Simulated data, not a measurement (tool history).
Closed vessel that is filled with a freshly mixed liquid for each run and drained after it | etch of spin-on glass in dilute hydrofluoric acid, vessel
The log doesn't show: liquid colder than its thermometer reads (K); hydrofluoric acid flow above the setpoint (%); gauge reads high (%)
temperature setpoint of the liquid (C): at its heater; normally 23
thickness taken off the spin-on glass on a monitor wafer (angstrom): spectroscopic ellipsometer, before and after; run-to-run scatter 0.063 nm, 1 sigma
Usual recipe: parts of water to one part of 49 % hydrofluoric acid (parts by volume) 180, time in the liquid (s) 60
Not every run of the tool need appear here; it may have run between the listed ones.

run     day  temperature setpoint of the liquid (C)  parts of water to one part of 49 % hydrofluoric acid (parts by volume)  time in the liquid (s)  wafers since the last listed run  hours since the thermometer was replaced  hours since the hydrofluoric acid flow meter was replaced  hours since the gauge calibration  read-back film thickness of the spin-on glass reference wafer, read on the same gauge (nm)  thickness taken off the spin-on glass on a monitor wafer (angstrom)
  1       0                                      23                                                                     180                      60                                 0                                    1541.6                                                      547.6                              252.5                                                                                      150.02                                                                100.7
  2   0.583                                      23                                                                     180                      60                              1172                                    1555.6                                                      561.6                              266.5                                                                                      149.99                                                                100.4
        1.4  -- gauge calibrated
  3   4.262                                      23                                                                     180                      60                              7393                                    1643.9                                                      649.9                               68.7                                                                                      149.99                                                                  101
  4   4.892                                      23                                                                     180                      60                              1264                                      1659                                                        665                               83.8                                                                                      149.98                                                                101.1
  5   6.367                                      23                                                                     180                      60                              2964                                    1694.4                                                      700.4                              119.2                                                                                      150.01                                                                102.5
  6   7.596                                      23                                                                     180                      40                              2470                                    1723.9                                                      729.9                              148.7                                                                                      149.97                                                                 67.7
  7   8.175                                      23                                                                     180                      40                              1163                                    1737.8                                                      743.8                              162.6                                                                                      150.04                                                                 68.1
  8   9.362                                      23                                                                     180                      60                              2386                                    1766.3                                                      772.3                              191.1                                                                                      149.99                                                                101.5
  9  10.004                                      23                                                                     180                      60                              1289                                    1781.7                                                      787.7                              206.5                                                                                      149.97                                                                102.8
 10  11.046                                      23                                                                     180                      60                              2093                                    1806.7                                                      812.7                              231.5                                                                                      150.01                                                                102.8
     11.588  -- hydrofluoric acid flow meter replaced
 11    11.9                                      26                                                                     120                      90                              1632                                    1827.2                                                        7.5                                252                                                                                         150                                                                247.1
     12.317  -- thermometer replaced
 12  12.979                                    25.5                                                                     145                      60                              2084                                      15.9                                                       33.4                              277.9                                                                                      150.04                                                                144.4
 13  13.758                                      28                                                                     100                      50                              1565                                      34.6                                                       52.1                              296.6                                                                                      149.96                                                                204.7
     15.058  -- gauge calibrated
 14   15.25                                    19.5                                                                     180                      75                              2997                                      70.4                                                       87.9                                4.6                                                                                      149.97                                                                113.7
 15  16.742                                      23                                                                     180                      60                              2997                                     106.2                                                      123.7                               40.4                                                                                         150                                                                104.6
 16  17.246                                    20.5                                                                     110                      60                              1013                                     118.3                                                      135.8                               52.5                                                                                      150.02                                                                165.3
 17  17.958                                      25                                                                      95                      40                              1431                                     135.4                                                      152.9                               69.6                                                                                      149.94                                                                154.6
 18  18.854                                      21                                                                     155                      30                              1800                                     156.9                                                      174.4                               91.1                                                                                      149.99                                                                 57.1
 19  19.896                                      27                                                                     180                      60                              2093                                     181.9                                                      199.4                              116.1                                                                                      149.98                                                                121.3
 20  21.171                                    24.5                                                                     250                      60                              2562                                     212.5                                                        230                              146.7                                                                                      149.99                                                                   74
 21  22.075                                      23                                                                     180                      60                              1816                                     234.2                                                      251.7                              168.4                                                                                      150.03                                                                104.5

Below, each run's measurement less what the same run would have read without the hidden state. Both values contain the same run-to-run variation, but the gauge's scatter may not be the same in both:
run  thickness taken off the spin-on glass on a monitor wafer (angstrom)
  1                                                                 -1.4
  2                                                                 -1.2
  3                                                                 -0.5
  4                                                                 -0.4
  5                                                                 -0.1
  6                                                                 +0.1
  7                                                                 +0.1
  8                                                                 +0.4
  9                                                                 +0.6
 10                                                                 +0.8
 11                                                                -27.5
 12                                                                 +0.8
 13                                                                 +1.5
 14                                                                 +1.2
 15                                                                 +1.6
 16                                                                 +2.1
 17                                                                 +2.3
 18                                                                   +1
 19                                                                 +2.8
 20                                                                   +2
 21                                                                 +2.7

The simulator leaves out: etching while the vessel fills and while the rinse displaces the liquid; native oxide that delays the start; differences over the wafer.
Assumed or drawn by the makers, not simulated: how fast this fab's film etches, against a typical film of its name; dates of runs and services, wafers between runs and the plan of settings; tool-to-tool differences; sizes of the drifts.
